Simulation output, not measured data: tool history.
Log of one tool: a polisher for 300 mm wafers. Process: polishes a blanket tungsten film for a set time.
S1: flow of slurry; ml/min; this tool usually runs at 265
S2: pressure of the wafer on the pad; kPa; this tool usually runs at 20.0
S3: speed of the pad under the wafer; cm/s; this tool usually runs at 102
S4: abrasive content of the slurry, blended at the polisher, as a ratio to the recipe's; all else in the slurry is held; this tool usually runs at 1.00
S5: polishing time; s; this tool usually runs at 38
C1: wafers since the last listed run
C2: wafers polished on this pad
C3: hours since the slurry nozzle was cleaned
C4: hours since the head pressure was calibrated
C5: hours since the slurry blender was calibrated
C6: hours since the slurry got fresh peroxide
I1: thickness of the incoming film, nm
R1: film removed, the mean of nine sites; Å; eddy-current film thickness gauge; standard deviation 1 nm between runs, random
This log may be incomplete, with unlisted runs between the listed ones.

Run 1, hour 0.0: usual settings; C1 0; C2 1389; C3 179.9; C4 762.7; C5 35.8; C6 29.7; I1 914.8. Result: R1 1167 Å.
At hour 8.3: worn pad replaced by a new one.
Run 2, hour 58.8: usual settings but S1 305 ml/min, S3 114 cm/s; C1 595; C2 549; C3 238.7; C4 821.5; C5 94.6; C6 88.5; I1 950.0. Result: R1 1292 Å.
Run 3, hour 100.7: usual settings but S1 305 ml/min, S3 114 cm/s; C1 455; C2 1004; C3 280.6; C4 863.4; C5 136.5; C6 130.4; I1 941.3. Result: R1 1270 Å.
At hour 103.2: slurry tank refilled with fresh slurry and peroxide.
Run 4, hour 141.7: usual settings but S1 305 ml/min, S3 114 cm/s; C1 434; C2 1439; C3 321.6; C4 904.4; C5 177.5; C6 38.5; I1 943.0. Result: R1 1334 Å.
At hour 151.5: worn pad replaced by a new one.
Run 5, hour 189.5: usual settings but S4 0.80; C1 476; C2 413; C3 369.4; C4 952.2; C5 225.3; C6 86.3; I1 927.9. Result: R1 1094 Å.
Run 6, hour 229.8: usual settings but S4 0.80; C1 438; C2 851; C3 409.7; C4 992.5; C5 265.6; C6 126.6; I1 932.3. Result: R1 1080 Å.
At hour 243.6: slurry tank refilled with fresh slurry and peroxide.
Run 7, hour 259.8: usual settings; C1 315; C2 1166; C3 439.7; C4 1022.5; C5 295.6; C6 16.2; I1 942.2. Result: R1 1174 Å.
At hour 279.4: slurry blender recalibrated.
At hour 291.2: worn pad replaced by a new one.
At hour 316.2: slurry nozzle cleaned.
Run 8, hour 322.0: usual settings but S3 92 cm/s, S4 0.75; C1 600; C2 323; C3 5.8; C4 1084.7; C5 42.6; C6 78.4; I1 931.8. Result: R1 974 Å.
At hour 351.5: slurry tank refilled with fresh slurry and peroxide.
Run 9, hour 382.6: usual settings but S1 230 ml/min, S2 17.2 kPa, S3 76 cm/s, S4 1.15; C1 648; C2 971; C3 66.4; C4 1145.3; C5 103.2; C6 31.1; I1 939.1. Result: R1 772 Å.
At hour 417.9: worn pad replaced by a new one.
At hour 421.7: head pressure recalibrated.
Run 10, hour 447.4: usual settings; C1 639; C2 299; C3 131.2; C4 25.7; C5 168.0; C6 95.9; I1 935.6. Result: R1 1145 Å.
At hour 468.5: slurry tank refilled with fresh slurry and peroxide.
Run 11, hour 499.8: usual settings but S1 355 ml/min; C1 558; C2 858; C3 183.6; C4 78.1; C5 220.4; C6 31.3; I1 929.6. Result: R1 1202 Å.
At hour 551.5: worn pad replaced by a new one.
Run 12, hour 552.0: usual settings but S2 16.5 kPa; C1 524; C2 5; C3 235.8; C4 130.3; C5 272.6; C6 83.5; I1 914.5. Result: R1 967 Å.
At hour 584.2: slurry tank refilled with fresh slurry and peroxide.
Run 13, hour 597.3: usual settings; C1 481; C2 486; C3 281.1; C4 175.6; C5 317.9; C6 13.1; I1 932.7. Result: R1 1183 Å.
At hour 619.4: slurry blender recalibrated.
Run 14, hour 625.8: usual settings; C1 288; C2 774; C3 309.6; C4 204.1; C5 6.4; C6 41.6; I1 927.6. Result: R1 1163 Å.

Below are 4 alternative next runs, each starting from the tool's condition after run 14. Predict each:
Run A, hour 626.2: usual settings; C1 4; C2 779; C3 310.0; C4 204.5; C5 6.8; C6 42.0; I1 931.1. Result: R1 ?.
Run B, hour 626.2: usual settings but S1 210 ml/min, S3 78 cm/s; C1 4; C2 779; C3 310.0; C4 204.5; C5 6.8; C6 42.0; I1 931.1. Result: R1 ?.
Run C, hour 626.2: usual settings but S1 330 ml/min, S2 22.8 kPa, S3 128 cm/s, S4 1.20; C1 4; C2 779; C3 310.0; C4 204.5; C5 6.8; C6 42.0; I1 931.1. Result: R1 ?.
Run D, hour 626.2: usual settings but S1 310 ml/min, S2 23.4 kPa, S5 29 s; C1 4; C2 779; C3 310.0; C4 204.5; C5 6.8; C6 42.0; I1 931.1. Result: R1 ?.

run    R1
  A  1174
  B   879
  C  1769
  D  1064
Take away the tool's hidden state, keep each run's random variation, and the runs would have read:
run    R1
  A  1192
  B   892
  C  1795
  D  1080
